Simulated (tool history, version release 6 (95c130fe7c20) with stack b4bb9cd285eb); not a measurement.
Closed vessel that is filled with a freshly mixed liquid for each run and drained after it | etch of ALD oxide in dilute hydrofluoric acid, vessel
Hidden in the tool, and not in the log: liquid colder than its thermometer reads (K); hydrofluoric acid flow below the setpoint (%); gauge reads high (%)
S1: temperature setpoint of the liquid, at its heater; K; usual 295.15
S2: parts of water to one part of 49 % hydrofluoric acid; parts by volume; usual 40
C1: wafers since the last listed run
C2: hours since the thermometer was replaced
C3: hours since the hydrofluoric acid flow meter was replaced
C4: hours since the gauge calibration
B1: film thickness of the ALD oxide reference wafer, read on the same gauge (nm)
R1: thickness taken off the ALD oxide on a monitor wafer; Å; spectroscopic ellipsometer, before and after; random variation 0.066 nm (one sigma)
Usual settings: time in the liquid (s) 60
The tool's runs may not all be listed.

{"run": 1, "hour": 0.0, "S1": 295.15, "S2": 25, "time in the liquid (s)": 60, "C1": 0, "C2": 423.4, "C3": 486.6, "C4": 1572.2, "B1": 99.99, "R1": 335.2}
{"run": 2, "hour": 88.5, "S1": 295.15, "S2": 40, "time in the liquid (s)": 75, "C1": 11777, "C2": 511.9, "C3": 575.1, "C4": 1660.7, "B1": 99.98, "R1": 258.4}
{"run": 3, "hour": 165.9, "S1": 295.15, "S2": 40, "time in the liquid (s)": 75, "C1": 10300, "C2": 589.3, "C3": 652.5, "C4": 1738.1, "B1": 100.01, "R1": 255.9}
{"run": 4, "hour": 288.0, "S1": 295.15, "S2": 40, "time in the liquid (s)": 75, "C1": 16249, "C2": 711.4, "C3": 774.6, "C4": 1860.2, "B1": 100, "R1": 257.2}
{"run": 5, "hour": 390.2, "S1": 295.15, "S2": 40, "time in the liquid (s)": 60, "C1": 13600, "C2": 813.6, "C3": 876.8, "C4": 1962.4, "B1": 100.01, "R1": 205.5}
{"hour": 399.4, "done": "thermometer replaced"}
{"run": 6, "hour": 482.7, "S1": 295.15, "S2": 40, "time in the liquid (s)": 70, "C1": 12176, "C2": 83.3, "C3": 969.3, "C4": 2054.9, "B1": 100.02, "R1": 238.8}
{"run": 7, "hour": 564.6, "S1": 295.15, "S2": 40, "time in the liquid (s)": 70, "C1": 10899, "C2": 165.2, "C3": 1051.2, "C4": 2136.8, "B1": 100.01, "R1": 238.7}
{"run": 8, "hour": 637.0, "S1": 295.15, "S2": 40, "time in the liquid (s)": 40, "C1": 9635, "C2": 237.6, "C3": 1123.6, "C4": 2209.2, "B1": 100.01, "R1": 135.7}
{"run": 9, "hour": 717.7, "S1": 295.15, "S2": 40, "time in the liquid (s)": 40, "C1": 10739, "C2": 318.3, "C3": 1204.3, "C4": 2289.9, "B1": 99.99, "R1": 135.7}
{"run": 10, "hour": 825.4, "S1": 295.15, "S2": 40, "time in the liquid (s)": 40, "C1": 14332, "C2": 426, "C3": 1312, "C4": 2397.6, "B1": 100.01, "R1": 135.6}
{"run": 11, "hour": 866.1, "S1": 293.65, "S2": 40, "time in the liquid (s)": 70, "C1": 5416, "C2": 466.7, "C3": 1352.7, "C4": 2438.3, "B1": 100.01, "R1": 223.3}
{"run": 12, "hour": 963.5, "S1": 295.15, "S2": 40, "time in the liquid (s)": 60, "C1": 12962, "C2": 564.1, "C3": 1450.1, "C4": 2535.7, "B1": 100.01, "R1": 203.5}
{"run": 13, "hour": 1002.1, "S1": 296.65, "S2": 60, "time in the liquid (s)": 70, "C1": 5136, "C2": 602.7, "C3": 1488.7, "C4": 2574.3, "B1": 100.02, "R1": 164.9}
{"run": 14, "hour": 1039.4, "S1": 295.15, "S2": 40, "time in the liquid (s)": 60, "C1": 4963, "C2": 640, "C3": 1526, "C4": 2611.6, "B1": 100.01, "R1": 202.5}
{"hour": 1045.0, "done": "thermometer replaced"}
{"run": 15, "hour": 1130.0, "S1": 295.15, "S2": 40, "time in the liquid (s)": 50, "C1": 11924, "C2": 85, "C3": 1616.6, "C4": 2702.2, "B1": 100.01, "R1": 170.2}
{"run": 16, "hour": 1211.4, "S1": 297.65, "S2": 50, "time in the liquid (s)": 45, "C1": 10832, "C2": 166.4, "C3": 1698, "C4": 2783.6, "B1": 100, "R1": 133.8}
{"run": 17, "hour": 1313.9, "S1": 297.65, "S2": 20, "time in the liquid (s)": 80, "C1": 13640, "C2": 268.9, "C3": 1800.5, "C4": 2886.1, "B1": 100, "R1": 614.5}
{"run": 18, "hour": 1366.6, "S1": 291.15, "S2": 60, "time in the liquid (s)": 45, "C1": 7013, "C2": 321.6, "C3": 1853.2, "C4": 2938.8, "B1": 100.01, "R1": 83.1}
{"run": 19, "hour": 1430.5, "S1": 295.15, "S2": 40, "time in the liquid (s)": 85, "C1": 8503, "C2": 385.5, "C3": 1917.1, "C4": 3002.7, "B1": 100.03, "R1": 286.8}
{"hour": 1497.0, "done": "gauge calibrated"}
{"run": 20, "hour": 1513.2, "S1": 290.65, "S2": 60, "time in the liquid (s)": 40, "C1": 11005, "C2": 468.2, "C3": 1999.8, "C4": 16.2, "B1": 99.99, "R1": 72.2}
{"run": 21, "hour": 1555.8, "S1": 296.65, "S2": 55, "time in the liquid (s)": 85, "C1": 5669, "C2": 510.8, "C3": 2042.4, "C4": 58.8, "B1": 100.01, "R1": 217.5}
{"run": 22, "hour": 1617.4, "S1": 295.15, "S2": 55, "time in the liquid (s)": 60, "C1": 8197, "C2": 572.4, "C3": 2104, "C4": 120.4, "B1": 99.99, "R1": 144}
{"run": 23, "hour": 1699.3, "S1": 295.15, "S2": 50, "time in the liquid (s)": 95, "C1": 10899, "C2": 654.3, "C3": 2185.9, "C4": 202.3, "B1": 100.02, "R1": 251.5}
{"hour": 1717.8, "done": "hydrofluoric acid flow meter replaced"}
{"run": 24, "hour": 1765.8, "S1": 299.65, "S2": 40, "time in the liquid (s)": 60, "C1": 8716, "C2": 720.8, "C3": 48, "C4": 268.8, "B1": 100.01, "R1": 250.9}
{"hour": 1789.3, "done": "thermometer replaced"}
{"run": 25, "hour": 1804.5, "S1": 292.65, "S2": 55, "time in the liquid (s)": 40, "C1": 5017, "C2": 15.2, "C3": 86.7, "C4": 307.5, "B1": 100.01, "R1": 89.4}
{"run": 26, "hour": 1873.3, "S1": 291.65, "S2": 40, "time in the liquid (s)": 30, "C1": 9155, "C2": 84, "C3": 155.5, "C4": 376.3, "B1": 99.99, "R1": 89.6}
{"run": 27, "hour": 1934.3, "S1": 295.15, "S2": 40, "time in the liquid (s)": 45, "C1": 8117, "C2": 145, "C3": 216.5, "C4": 437.3, "B1": 100.01, "R1": 155.6}
{"run": 28, "hour": 2020.1, "S1": 299.65, "S2": 40, "time in the liquid (s)": 90, "C1": 11418, "C2": 230.8, "C3": 302.3, "C4": 523.1, "B1": 100.01, "R1": 372.2}
{"run": 29, "hour": 2097.7, "S1": 290.65, "S2": 50, "time in the liquid (s)": 75, "C1": 10327, "C2": 308.4, "C3": 379.9, "C4": 600.7, "B1": 100.01, "R1": 168.2}
{"run": 30, "hour": 2183.4, "S1": 295.15, "S2": 40, "time in the liquid (s)": 60, "C1": 11405, "C2": 394.1, "C3": 465.6, "C4": 686.4, "B1": 99.99, "R1": 206.3}
{"run": 31, "hour": 2290.9, "S1": 293.65, "S2": 40, "time in the liquid (s)": 30, "C1": 14306, "C2": 501.6, "C3": 573.1, "C4": 793.9, "B1": 100.01, "R1": 96.2}
{"run": 32, "hour": 2340.6, "S1": 295.15, "S2": 40, "time in the liquid (s)": 60, "C1": 6614, "C2": 551.3, "C3": 622.8, "C4": 843.6, "B1": 99.98, "R1": 205.2}
{"run": 33, "hour": 2423.8, "S1": 295.15, "S2": 40, "time in the liquid (s)": 60, "C1": 11072, "C2": 634.5, "C3": 706, "C4": 926.8, "B1": 99.98, "R1": 205.9}
{"hour": 2486.4, "done": "thermometer replaced"}
{"run": 34, "hour": 2515.2, "S1": 293.65, "S2": 40, "time in the liquid (s)": 70, "C1": 12030, "C2": 28.8, "C3": 797.4, "C4": 1018.2, "B1": 100.03, "R1": 225.6}

The same runs without the tool's hidden state, with the same run-to-run variation:
run=1 R1=338
run=2 R1=260.8
run=3 R1=258.6
run=4 R1=260.4
run=5 R1=208.4
run=6 R1=242.5
run=7 R1=242.8
run=8 R1=138.2
run=9 R1=138.3
run=10 R1=138.5
run=11 R1=228.1
run=12 R1=208.3
run=13 R1=169
run=14 R1=207.5
run=15 R1=174.6
run=16 R1=137.5
run=17 R1=631.9
run=18 R1=85.6
run=19 R1=295.7
run=20 R1=74.6
run=21 R1=224.8
run=22 R1=149
run=23 R1=260.5
run=24 R1=251.3
run=25 R1=89.6
run=26 R1=89.9
run=27 R1=156.3
run=28 R1=374.4
run=29 R1=169.4
run=30 R1=208
run=31 R1=97.2
run=32 R1=207.4
run=33 R1=208.4
run=34 R1=228.7
